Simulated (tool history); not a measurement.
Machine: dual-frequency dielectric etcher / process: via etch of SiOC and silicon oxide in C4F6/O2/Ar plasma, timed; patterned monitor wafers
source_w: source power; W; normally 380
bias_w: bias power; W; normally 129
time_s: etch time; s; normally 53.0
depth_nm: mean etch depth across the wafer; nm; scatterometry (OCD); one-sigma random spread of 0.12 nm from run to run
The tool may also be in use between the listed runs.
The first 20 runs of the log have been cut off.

run,hour,source_w,bias_w,time_s,wafers since the last listed run,hours since the last wet clean,hours since the last source power generator calibration,hours since the last bias power generator calibration,hours since the last upper electrode change,hours since the gauge calibration,"read-back reference wafer on the same gauge, depth_nm",depth_nm
21,452.6,350,105,53.0,180,252.3,97.0,427.2,377.9,199.8,49,53.6
22,486.1,340,129,53.0,365,285.8,130.5,460.7,411.4,233.3,49,55.1
23,502.9,340,100,63.0,183,302.6,147.3,477.5,428.2,250.1,49,62.9
24,531.3,300,129,37.5,309,331.0,175.7,505.9,456.6,278.5,49,37.9
25,549.0,320,103,65.5,193,348.7,193.4,523.6,474.3,296.2,49,64.9
26,583.8,380,113,53.0,379,383.5,228.2,558.4,509.1,331.0,49,55.6
27,605.6,380,157,69.0,237,405.3,250.0,580.2,530.9,352.8,49,76.9
28,630.7,310,156,53.0,273,430.4,275.1,605.3,556.0,377.9,49,55.9
# hour 660.4: wet clean of the chamber
29,660.9,380,129,53.0,67,0.5,305.3,635.5,586.2,408.1,49,56.2
30,673.5,330,120,58.5,137,13.1,317.9,648.1,598.8,420.7,49,59.3

Branching from run 30: 4 alternative next runs. What would each branch give?
A,673.9,380,129,53.0,4,13.5,318.3,648.5,599.2,421.1,?,?
B,673.9,380,119,53.0,4,13.5,318.3,648.5,599.2,421.1,?,?
C,673.9,420,129,53.0,4,13.5,318.3,648.5,599.2,421.1,?,?
D,673.9,300,104,48.0,4,13.5,318.3,648.5,599.2,421.1,?,?

run,"read-back reference wafer on the same gauge, depth_nm",depth_nm
A,49,56.3
B,49,55.6
C,49,57.8
D,49,46.5
Without the tool's unlogged condition, the same runs would have read:
run,depth_nm
A,56.2
B,55.5
C,57.7
D,46.4

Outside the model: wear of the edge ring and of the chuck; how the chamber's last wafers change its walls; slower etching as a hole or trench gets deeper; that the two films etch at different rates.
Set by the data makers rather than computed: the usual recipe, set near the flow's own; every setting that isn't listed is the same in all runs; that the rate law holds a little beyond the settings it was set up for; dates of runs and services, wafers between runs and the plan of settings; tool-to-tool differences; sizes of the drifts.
